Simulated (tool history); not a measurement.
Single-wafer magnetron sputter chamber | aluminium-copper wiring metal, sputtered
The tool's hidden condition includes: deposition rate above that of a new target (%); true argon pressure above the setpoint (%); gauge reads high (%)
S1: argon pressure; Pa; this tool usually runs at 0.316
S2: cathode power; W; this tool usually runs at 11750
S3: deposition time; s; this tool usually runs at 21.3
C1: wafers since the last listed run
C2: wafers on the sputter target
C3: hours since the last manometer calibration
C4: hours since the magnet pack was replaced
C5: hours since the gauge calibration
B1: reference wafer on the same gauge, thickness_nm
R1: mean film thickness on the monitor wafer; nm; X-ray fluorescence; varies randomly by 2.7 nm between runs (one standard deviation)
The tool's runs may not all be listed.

Run 1, hour 0.0: usual settings; C1 0; C2 446; C3 1830.1; C4 6617.0; C5 667.4; B1 554.933. Result: R1 451.915 nm.
Run 2, hour 18.3: usual settings but S1 0.407 Pa; C1 546; C2 992; C3 1848.4; C4 6635.3; C5 685.7; B1 554.726. Result: R1 428.786 nm.
Run 3, hour 37.1: usual settings but S1 0.407 Pa; C1 561; C2 1553; C3 1867.2; C4 6654.1; C5 704.5; B1 554.290. Result: R1 434.524 nm.
Run 4, hour 52.5: usual settings but S1 0.407 Pa; C1 459; C2 2013; C3 1882.6; C4 6669.5; C5 719.9; B1 553.418. Result: R1 432.376 nm.
Run 5, hour 80.0: usual settings; C1 820; C2 2834; C3 1910.1; C4 6697.0; C5 747.4; B1 554.703. Result: R1 447.724 nm.
Run 6, hour 108.8: usual settings; C1 859; C2 3693; C3 1938.9; C4 6725.8; C5 776.2; B1 554.049. Result: R1 444.285 nm.
At hour 121.5: capacitance manometer re-zeroed and calibrated.
Run 7, hour 127.5: usual settings; C1 319; C2 4012; C3 6.0; C4 6744.5; C5 794.9; B1 554.144. Result: R1 442.687 nm.
Run 8, hour 141.9: usual settings but S1 0.393 Pa; C1 429; C2 4442; C3 20.4; C4 6758.9; C5 809.3; B1 553.488. Result: R1 426.555 nm.
At hour 142.5: gauge calibrated.
At hour 155.3: sputter target and shields replaced, repeated, since the last time left the tool worse.
Run 9, hour 175.9: usual settings but S1 0.393 Pa; C1 775; C2 615; C3 54.4; C4 6792.9; C5 33.4; B1 553.508. Result: R1 459.116 nm.
Run 10, hour 196.4: usual settings; C1 611; C2 1226; C3 74.9; C4 6813.4; C5 53.9; B1 551.813. Result: R1 473.327 nm.
Run 11, hour 226.5: usual settings; C1 898; C2 2125; C3 105.0; C4 6843.5; C5 84.0; B1 554.461. Result: R1 476.034 nm.
Run 12, hour 246.4: usual settings but S3 18.6 s; C1 593; C2 2718; C3 124.9; C4 6863.4; C5 103.9; B1 553.219. Result: R1 412.248 nm.
Run 13, hour 275.4: usual settings but S1 0.437 Pa, S3 23.7 s; C1 865; C2 3584; C3 153.9; C4 6892.4; C5 132.9; B1 554.267. Result: R1 500.073 nm.
Run 14, hour 305.6: usual settings but S3 24.6 s; C1 901; C2 4485; C3 184.1; C4 6922.6; C5 163.1; B1 553.115. Result: R1 539.783 nm.
Run 15, hour 319.5: usual settings but S1 0.275 Pa, S3 19.3 s; C1 414; C2 4900; C3 198.0; C4 6936.5; C5 177.0; B1 554.218. Result: R1 435.629 nm.
Run 16, hour 350.7: usual settings but S1 0.279 Pa, S2 10800 W, S3 17.7 s; C1 931; C2 5831; C3 229.2; C4 6967.7; C5 208.2; B1 552.815. Result: R1 363.094 nm.
Run 17, hour 371.7: usual settings; C1 626; C2 6458; C3 250.2; C4 6988.7; C5 229.2; B1 554.247. Result: R1 465.599 nm.
At hour 380.4: sputter target and shields replaced.
Run 18, hour 404.8: usual settings but S3 18.9 s; C1 749; C2 727; C3 283.3; C4 7021.8; C5 262.3; B1 553.127. Result: R1 425.856 nm.
Run 19, hour 424.3: usual settings; C1 581; C2 1308; C3 302.8; C4 7041.3; C5 281.8; B1 554.331. Result: R1 478.449 nm.
Run 20, hour 447.3: usual settings but S3 24.0 s; C1 686; C2 1995; C3 325.8; C4 7064.3; C5 304.8; B1 552.959. Result: R1 535.561 nm.
Run 21, hour 467.0: usual settings but S1 0.275 Pa, S2 12850 W, S3 19.0 s; C1 587; C2 2583; C3 345.5; C4 7084.0; C5 324.5; B1 552.241. Result: R1 462.238 nm.
Run 22, hour 495.9: usual settings but S2 10250 W; C1 862; C2 3445; C3 374.4; C4 7112.9; C5 353.4; B1 553.926. Result: R1 418.577 nm.
Run 23, hour 526.6: usual settings but S1 0.269 Pa, S2 14250 W, S3 18.9 s; C1 916; C2 4361; C3 405.1; C4 7143.6; C5 384.1; B1 553.601. Result: R1 504.500 nm.
At hour 535.7: magnet pack replaced.
Run 24, hour 546.0: usual settings but S1 0.396 Pa, S2 12500 W, S3 18.8 s; C1 340; C2 4701; C3 424.5; C4 10.3; C5 403.5; B1 553.917. Result: R1 420.297 nm.
Run 25, hour 579.3: usual settings but S2 12650 W; C1 993; C2 5695; C3 457.8; C4 43.6; C5 436.8; B1 555.213. Result: R1 495.235 nm.
At hour 595.5: sputter target and shields replaced.
Run 26, hour 600.1: usual settings but S1 0.407 Pa; C1 381; C2 136; C3 478.6; C4 64.4; C5 457.6; B1 554.829. Result: R1 459.337 nm.
Run 27, hour 619.0: usual settings; C1 564; C2 700; C3 497.5; C4 83.3; C5 476.5; B1 554.659. Result: R1 482.655 nm.
Run 28, hour 636.3: usual settings but S1 0.401 Pa, S2 9800 W; C1 516; C2 1216; C3 514.8; C4 100.6; C5 493.8; B1 552.214. Result: R1 394.077 nm.
Run 29, hour 650.1: usual settings but S1 0.402 Pa, S2 12850 W, S3 17.3 s; C1 411; C2 1628; C3 528.6; C4 114.4; C5 507.6; B1 554.925. Result: R1 400.319 nm.
Run 30, hour 664.7: usual settings but S2 12650 W, S3 19.3 s; C1 435; C2 2063; C3 543.2; C4 129.0; C5 522.2; B1 555.080. Result: R1 459.073 nm.
Run 31, hour 677.4: usual settings but S1 0.379 Pa, S3 19.1 s; C1 378; C2 2442; C3 555.9; C4 141.7; C5 534.9; B1 552.828. Result: R1 418.697 nm.
Run 32, hour 711.3: usual settings but S1 0.396 Pa, S2 9750 W, S3 17.7 s; C1 1011; C2 3454; C3 589.8; C4 175.6; C5 568.8; B1 554.192. Result: R1 323.462 nm.
Run 33, hour 731.3: usual settings but S1 0.401 Pa, S2 12900 W, S3 25.0 s; C1 596; C2 4051; C3 609.8; C4 195.6; C5 588.8; B1 553.434. Result: R1 573.222 nm.
Run 34, hour 765.8: usual settings but S1 0.400 Pa, S2 10000 W; C1 1029; C2 5080; C3 644.3; C4 230.1; C5 623.3; B1 553.538. Result: R1 394.562 nm.

Give the tool's hidden conditions for every run:
true argon pressure above the setpoint (%): 0 at every run
gauge reads high (%): 0 at every run
H1: deposition rate above that of a new target (%)
run      H1
  1   -6.12
  2   -6.19
  3    -6.3
  4   -6.43
  5   -6.75
  6    -7.2
  7   -7.56
  8   -7.87
  9  -0.304
 10  -0.394
 11  -0.636
 12  -0.867
 13   -1.31
 14   -1.89
 15    -2.2
 16      -3
 17   -3.62
 18  -0.247
 19  -0.342
 20  -0.524
 21   -0.74
 22   -1.16
 23   -1.73
 24   -2.16
 25   -3.03
 26  -0.403
 27   -0.44
 28   -0.52
 29  -0.614
 30  -0.743
 31   -0.88
 32   -1.36
 33   -1.72
 34   -2.47
